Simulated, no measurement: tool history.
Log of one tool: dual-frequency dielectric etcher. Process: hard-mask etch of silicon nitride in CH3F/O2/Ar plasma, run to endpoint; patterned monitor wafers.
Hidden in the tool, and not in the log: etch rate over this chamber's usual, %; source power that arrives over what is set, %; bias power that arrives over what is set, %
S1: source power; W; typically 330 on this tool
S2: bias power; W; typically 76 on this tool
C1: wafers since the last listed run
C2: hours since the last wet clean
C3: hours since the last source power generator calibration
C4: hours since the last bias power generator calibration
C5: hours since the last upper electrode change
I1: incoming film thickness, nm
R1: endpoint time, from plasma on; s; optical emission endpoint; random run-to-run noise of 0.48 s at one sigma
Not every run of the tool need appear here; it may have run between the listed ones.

Run 1, day 0: usual settings; C1 0; C2 341.1; C3 4968.2; C4 1879.8; C5 5133.2; I1 33.61. Result: R1 58.4 s.
Run 2, day 0.679: usual settings; C1 160; C2 357.4; C3 4984.5; C4 1896.1; C5 5149.5; I1 33.73. Result: R1 58.2 s.
Run 3, day 1.171: usual settings; C1 116; C2 369.2; C3 4996.3; C4 1907.9; C5 5161.3; I1 33.53. Result: R1 58 s.
Run 4, day 1.654: usual settings; C1 114; C2 380.8; C3 5007.9; C4 1919.5; C5 5172.9; I1 33.83. Result: R1 58.7 s.
Run 5, day 2.271: usual settings but S1 300 W; C1 145; C2 395.6; C3 5022.7; C4 1934.3; C5 5187.7; I1 33.53. Result: R1 58.8 s.
Run 6, day 2.55: usual settings but S1 300 W; C1 66; C2 402.3; C3 5029.4; C4 1941; C5 5194.4; I1 33.5. Result: R1 60.5 s.
Run 7, day 2.912: usual settings but S2 68 W; C1 85; C2 411; C3 5038.1; C4 1949.7; C5 5203.1; I1 33.86. Result: R1 60.9 s.
At day 4.512: wet clean of the chamber.
Run 8, day 4.533: usual settings; C1 146; C2 0.5; C3 5077; C4 1988.6; C5 5242; I1 33.75. Result: R1 55.1 s.
Run 9, day 4.546: usual settings; C1 2; C2 0.8; C3 5077.3; C4 1988.9; C5 5242.3; I1 33.56. Result: R1 54.7 s.
Run 10, day 4.858: usual settings; C1 73; C2 8.3; C3 5084.8; C4 1996.4; C5 5249.8; I1 33.53. Result: R1 56.2 s.
At day 5.25: bias power generator calibrated.
Run 11, day 5.271: usual settings; C1 58; C2 18.2; C3 5094.7; C4 0.5; C5 5259.7; I1 33.35. Result: R1 54.9 s.
Run 12, day 5.708: usual settings but S1 390 W; C1 103; C2 28.7; C3 5105.2; C4 11; C5 5270.2; I1 33.31. Result: R1 52.4 s.
Run 13, day 6.304: usual settings but S1 390 W; C1 140; C2 43; C3 5119.5; C4 25.3; C5 5284.5; I1 33.83. Result: R1 53.7 s.
Run 14, day 6.65: usual settings; C1 81; C2 51.3; C3 5127.8; C4 33.6; C5 5292.8; I1 33.58. Result: R1 55.5 s.
Run 15, day 7.117: usual settings but S1 260 W, S2 67 W; C1 110; C2 62.5; C3 5139; C4 44.8; C5 5304; I1 33.58. Result: R1 62.6 s.
Run 16, day 7.683: usual settings but S1 260 W; C1 133; C2 76.1; C3 5152.6; C4 58.4; C5 5317.6; I1 33.47. Result: R1 59.9 s.
Run 17, day 8.262: usual settings; C1 136; C2 90; C3 5166.5; C4 72.3; C5 5331.5; I1 33.3. Result: R1 55.6 s.
Run 18, day 8.917: usual settings but S1 310 W, S2 62 W; C1 154; C2 105.7; C3 5182.2; C4 88; C5 5347.2; I1 33.68. Result: R1 61.6 s.
At day 9.975: upper electrode replaced.
Run 19, day 9.996: usual settings but S1 380 W, S2 69 W; C1 18; C2 131.6; C3 5208.1; C4 113.9; C5 0.5; I1 33.75. Result: R1 56 s.
Run 20, day 10.342: usual settings but S1 400 W, S2 62 W; C1 81; C2 139.9; C3 5216.4; C4 122.2; C5 8.8; I1 33.18. Result: R1 55.9 s.
Run 21, day 10.725: usual settings; C1 90; C2 149.1; C3 5225.6; C4 131.4; C5 18; I1 33.58. Result: R1 56.6 s.
At day 11.112: source power generator calibrated.
Run 22, day 11.133: usual settings but S2 88 W; C1 57; C2 158.9; C3 0.5; C4 141.2; C5 27.8; I1 33.62. Result: R1 53 s.
Run 23, day 11.692: usual settings; C1 132; C2 172.3; C3 13.9; C4 154.6; C5 41.2; I1 33.69. Result: R1 57.8 s.
Run 24, day 12.321: usual settings but S1 380 W; C1 148; C2 187.4; C3 29; C4 169.7; C5 56.3; I1 33.37. Result: R1 53.9 s.
Run 25, day 12.767: usual settings but S1 300 W, S2 58 W; C1 105; C2 198.1; C3 39.7; C4 180.4; C5 67; I1 33.63. Result: R1 63.5 s.
Run 26, day 13.408: usual settings; C1 151; C2 213.5; C3 55.1; C4 195.8; C5 82.4; I1 33.34. Result: R1 56.1 s.
Run 27, day 13.808: usual settings but S1 360 W, S2 94 W; C1 94; C2 223.1; C3 64.7; C4 205.4; C5 92; I1 33.28. Result: R1 52.1 s.
Run 28, day 14.325: usual settings but S1 270 W; C1 122; C2 235.5; C3 77.1; C4 217.8; C5 104.4; I1 33.6. Result: R1 60.7 s.
Run 29, day 14.65: usual settings but S1 360 W, S2 94 W; C1 76; C2 243.3; C3 84.9; C4 225.6; C5 112.2; I1 33.73. Result: R1 52.4 s.
Run 30, day 14.975: usual settings but S1 380 W, S2 69 W; C1 76; C2 251.1; C3 92.7; C4 233.4; C5 120; I1 33.57. Result: R1 56.8 s.
Run 31, day 15.296: usual settings; C1 75; C2 258.8; C3 100.4; C4 241.1; C5 127.7; I1 33.61. Result: R1 56 s.
Run 32, day 15.712: usual settings but S2 87 W; C1 98; C2 268.8; C3 110.4; C4 251.1; C5 137.7; I1 33.61. Result: R1 55.6 s.
Run 33, day 16.058: usual settings but S1 310 W, S2 66 W; C1 81; C2 277.1; C3 118.7; C4 259.4; C5 146; I1 33.66. Result: R1 61.2 s.
Run 34, day 16.683: usual settings but S1 300 W, S2 94 W; C1 147; C2 292.1; C3 133.7; C4 274.4; C5 161; I1 33.51. Result: R1 54.7 s.
Run 35, day 17.35: usual settings; C1 157; C2 308.1; C3 149.7; C4 290.4; C5 177; I1 33.36. Result: R1 56.8 s.

Below are 4 alternative next runs, each starting from the tool's condition after run 35. Predict each:
Run A, day 17.367: usual settings; C1 3; C2 308.5; C3 150.1; C4 290.8; C5 177.4; I1 33.38. Result: R1 ?.
Run B, day 17.367: usual settings but S2 63 W; C1 3; C2 308.5; C3 150.1; C4 290.8; C5 177.4; I1 33.38. Result: R1 ?.
Run C, day 17.367: usual settings but S2 83 W; C1 3; C2 308.5; C3 150.1; C4 290.8; C5 177.4; I1 33.38. Result: R1 ?.
Run D, day 17.367: usual settings but S1 370 W, S2 87 W; C1 3; C2 308.5; C3 150.1; C4 290.8; C5 177.4; I1 33.38. Result: R1 ?.

run    R1
  A  58.4
  B  61.9
  C  56.8
  D    54
With no hidden state in the tool, these same runs would have given:
run    R1
  A  56.2
  B  59.6
  C  54.7
  D    52
